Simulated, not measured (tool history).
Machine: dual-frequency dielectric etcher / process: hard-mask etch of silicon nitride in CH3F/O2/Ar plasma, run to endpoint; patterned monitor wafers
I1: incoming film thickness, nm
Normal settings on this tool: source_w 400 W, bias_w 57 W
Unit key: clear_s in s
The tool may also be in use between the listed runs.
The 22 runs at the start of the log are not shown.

{"hour": 327.4, "done": "source power generator calibrated"}
{"hour": 333.4, "done": "wet clean of the chamber"}
{"hour": 352.6, "done": "upper electrode replaced"}
{"run": 23, "hour": 353.1, "source_w": 500, "bias_w": 57, "I1": 35.28, "clear_s": 50.8}
{"run": 24, "hour": 353.4, "source_w": 400, "bias_w": 69, "I1": 34.55, "clear_s": 51.2}
{"run": 25, "hour": 353.7, "source_w": 370, "bias_w": 47, "I1": 35.17, "clear_s": 60.7}
{"run": 26, "hour": 357.5, "source_w": 400, "bias_w": 69, "I1": 35.11, "clear_s": 52.5}
{"run": 27, "hour": 369.8, "source_w": 330, "bias_w": 65, "I1": 34.61, "clear_s": 57.9}
{"run": 28, "hour": 386.4, "source_w": 400, "bias_w": 57, "I1": 35.32, "clear_s": 55.9}
{"run": 29, "hour": 402.2, "source_w": 460, "bias_w": 67, "I1": 34.82, "clear_s": 50.4}
{"run": 30, "hour": 412.8, "source_w": 400, "bias_w": 44, "I1": 35.14, "clear_s": 59.3}
{"run": 31, "hour": 423.4, "source_w": 400, "bias_w": 57, "I1": 34.9, "clear_s": 55.6}
{"run": 32, "hour": 433.1, "source_w": 490, "bias_w": 49, "I1": 34.72, "clear_s": 51.9}
{"run": 33, "hour": 442.3, "source_w": 370, "bias_w": 47, "I1": 35.33, "clear_s": 61.1}
{"run": 34, "hour": 448.6, "source_w": 400, "bias_w": 57, "I1": 35.1, "clear_s": 55.5}
{"run": 35, "hour": 460.7, "source_w": 440, "bias_w": 45, "I1": 34.84, "clear_s": 56.2}
{"run": 36, "hour": 476.2, "source_w": 480, "bias_w": 49, "I1": 34.87, "clear_s": 53.3}

Predict each of these 3 candidate next runs independently; none follows another, all start after run 36:
{"run": "A", "hour": 476.6, "source_w": 400, "bias_w": 57, "I1": 34.93, "clear_s": "?"}
{"run": "B", "hour": 476.6, "source_w": 400, "bias_w": 65, "I1": 34.93, "clear_s": "?"}
{"run": "C", "hour": 476.6, "source_w": 320, "bias_w": 50, "I1": 34.93, "clear_s": "?"}

run=A clear_s=55.6
run=B clear_s=53.7
run=C clear_s=63.6
Take away the tool's hidden state, keep each run's random variation, and the runs would have read:
run=A clear_s=54.7
run=B clear_s=52.9
run=C clear_s=62.6
